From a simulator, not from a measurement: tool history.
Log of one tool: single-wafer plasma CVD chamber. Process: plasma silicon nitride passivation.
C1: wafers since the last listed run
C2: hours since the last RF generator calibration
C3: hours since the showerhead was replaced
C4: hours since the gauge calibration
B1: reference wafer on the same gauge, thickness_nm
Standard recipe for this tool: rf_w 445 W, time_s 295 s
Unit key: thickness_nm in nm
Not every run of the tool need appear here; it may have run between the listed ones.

{"run": 1, "hour": 0.0, "rf_w": 445, "time_s": 295, "C1": 0, "C2": 1144, "C3": 5735.3, "C4": 414.2, "B1": 363.198, "thickness_nm": 413.437}
{"run": 2, "hour": 18.1, "rf_w": 445, "time_s": 295, "C1": 124, "C2": 1162.1, "C3": 5753.4, "C4": 432.3, "B1": 362.668, "thickness_nm": 420.053}
{"run": 3, "hour": 39.0, "rf_w": 445, "time_s": 295, "C1": 143, "C2": 1183, "C3": 5774.3, "C4": 453.2, "B1": 363.222, "thickness_nm": 419.821}
{"run": 4, "hour": 58.0, "rf_w": 445, "time_s": 295, "C1": 130, "C2": 1202, "C3": 5793.3, "C4": 472.2, "B1": 362.781, "thickness_nm": 420.493}
{"run": 5, "hour": 91.0, "rf_w": 445, "time_s": 295, "C1": 226, "C2": 1235, "C3": 5826.3, "C4": 505.2, "B1": 361.693, "thickness_nm": 417.236}
{"run": 6, "hour": 121.9, "rf_w": 445, "time_s": 295, "C1": 212, "C2": 1265.9, "C3": 5857.2, "C4": 536.1, "B1": 361.721, "thickness_nm": 414.284}
{"run": 7, "hour": 135.7, "rf_w": 445, "time_s": 324, "C1": 94, "C2": 1279.7, "C3": 5871, "C4": 549.9, "B1": 361.166, "thickness_nm": 456.456}
{"run": 8, "hour": 150.1, "rf_w": 445, "time_s": 314, "C1": 98, "C2": 1294.1, "C3": 5885.4, "C4": 564.3, "B1": 361.239, "thickness_nm": 439.937}
{"run": 9, "hour": 184.6, "rf_w": 445, "time_s": 314, "C1": 236, "C2": 1328.6, "C3": 5919.9, "C4": 598.8, "B1": 360.853, "thickness_nm": 440.451}
{"run": 10, "hour": 219.8, "rf_w": 445, "time_s": 295, "C1": 241, "C2": 1363.8, "C3": 5955.1, "C4": 634, "B1": 359.74, "thickness_nm": 414.155}
{"run": 11, "hour": 241.7, "rf_w": 445, "time_s": 295, "C1": 150, "C2": 1385.7, "C3": 5977, "C4": 655.9, "B1": 359.988, "thickness_nm": 412.655}
{"run": 12, "hour": 264.6, "rf_w": 445, "time_s": 295, "C1": 157, "C2": 1408.6, "C3": 5999.9, "C4": 678.8, "B1": 359.219, "thickness_nm": 413.941}
{"run": 13, "hour": 282.9, "rf_w": 445, "time_s": 295, "C1": 125, "C2": 1426.9, "C3": 6018.2, "C4": 697.1, "B1": 358.52, "thickness_nm": 409.468}
{"run": 14, "hour": 297.8, "rf_w": 445, "time_s": 339, "C1": 102, "C2": 1441.8, "C3": 6033.1, "C4": 712, "B1": 358.731, "thickness_nm": 475.216}
{"run": 15, "hour": 320.8, "rf_w": 445, "time_s": 339, "C1": 157, "C2": 1464.8, "C3": 6056.1, "C4": 735, "B1": 358.305, "thickness_nm": 472.982}
{"run": 16, "hour": 341.3, "rf_w": 445, "time_s": 339, "C1": 140, "C2": 1485.3, "C3": 6076.6, "C4": 755.5, "B1": 358.107, "thickness_nm": 476.394}
{"run": 17, "hour": 364.7, "rf_w": 445, "time_s": 295, "C1": 160, "C2": 1508.7, "C3": 6100, "C4": 778.9, "B1": 357.628, "thickness_nm": 408.74}
{"hour": 382.6, "done": "RF generator calibrated"}
{"run": 18, "hour": 383.0, "rf_w": 505, "time_s": 295, "C1": 70, "C2": 0.4, "C3": 6118.3, "C4": 797.2, "B1": 356.833, "thickness_nm": 425.946}
{"run": 19, "hour": 411.8, "rf_w": 395, "time_s": 295, "C1": 197, "C2": 29.2, "C3": 6147.1, "C4": 826, "B1": 356.178, "thickness_nm": 393.997}
{"run": 20, "hour": 476.0, "rf_w": 395, "time_s": 269, "C1": 440, "C2": 93.4, "C3": 6211.3, "C4": 890.2, "B1": 353.542, "thickness_nm": 355.221}
{"hour": 503.8, "done": "showerhead replaced"}
{"run": 21, "hour": 504.3, "rf_w": 395, "time_s": 249, "C1": 139, "C2": 121.7, "C3": 0.5, "C4": 918.5, "B1": 352.976, "thickness_nm": 329.444}
{"run": 22, "hour": 520.2, "rf_w": 445, "time_s": 295, "C1": 109, "C2": 137.6, "C3": 16.4, "C4": 934.4, "B1": 352.994, "thickness_nm": 408.976}
{"run": 23, "hour": 542.7, "rf_w": 490, "time_s": 349, "C1": 154, "C2": 160.1, "C3": 38.9, "C4": 956.9, "B1": 352.114, "thickness_nm": 495.424}
{"run": 24, "hour": 560.3, "rf_w": 445, "time_s": 350, "C1": 120, "C2": 177.7, "C3": 56.5, "C4": 974.5, "B1": 352.023, "thickness_nm": 478.476}
{"run": 25, "hour": 591.8, "rf_w": 445, "time_s": 295, "C1": 216, "C2": 209.2, "C3": 88, "C4": 1006, "B1": 351.191, "thickness_nm": 399.513}
{"run": 26, "hour": 614.2, "rf_w": 375, "time_s": 252, "C1": 153, "C2": 231.6, "C3": 110.4, "C4": 1028.4, "B1": 350.6, "thickness_nm": 321.905}
{"hour": 631.5, "done": "gauge calibrated"}
{"run": 27, "hour": 683.6, "rf_w": 445, "time_s": 245, "C1": 476, "C2": 301, "C3": 179.8, "C4": 52.1, "B1": 365.867, "thickness_nm": 346.374}
{"run": 28, "hour": 700.3, "rf_w": 395, "time_s": 269, "C1": 114, "C2": 317.7, "C3": 196.5, "C4": 68.8, "B1": 365.627, "thickness_nm": 368.445}
{"run": 29, "hour": 733.6, "rf_w": 505, "time_s": 295, "C1": 228, "C2": 351, "C3": 229.8, "C4": 102.1, "B1": 365.613, "thickness_nm": 438.786}
{"run": 30, "hour": 809.1, "rf_w": 375, "time_s": 345, "C1": 518, "C2": 426.5, "C3": 305.3, "C4": 177.6, "B1": 365.387, "thickness_nm": 461.911}
{"run": 31, "hour": 825.8, "rf_w": 420, "time_s": 265, "C1": 114, "C2": 443.2, "C3": 322, "C4": 194.3, "B1": 365.044, "thickness_nm": 371.758}
{"run": 32, "hour": 846.3, "rf_w": 395, "time_s": 313, "C1": 140, "C2": 463.7, "C3": 342.5, "C4": 214.8, "B1": 365.659, "thickness_nm": 427.359}
{"run": 33, "hour": 865.1, "rf_w": 445, "time_s": 274, "C1": 129, "C2": 482.5, "C3": 361.3, "C4": 233.6, "B1": 365.285, "thickness_nm": 390.367}

What does the tool deliver on the next run?
{"run": 34, "hour": 900.8, "rf_w": 380, "time_s": 252, "C1": 244, "C2": 518.2, "C3": 397, "C4": 269.3, "B1": "?", "thickness_nm": "?"}

{"run 34": {"B1": 364.494, "thickness_nm": 338.113}}
Were there no unlogged condition in the tool, this run, its random variation unchanged, would have produced thickness_nm 339.356 nm.
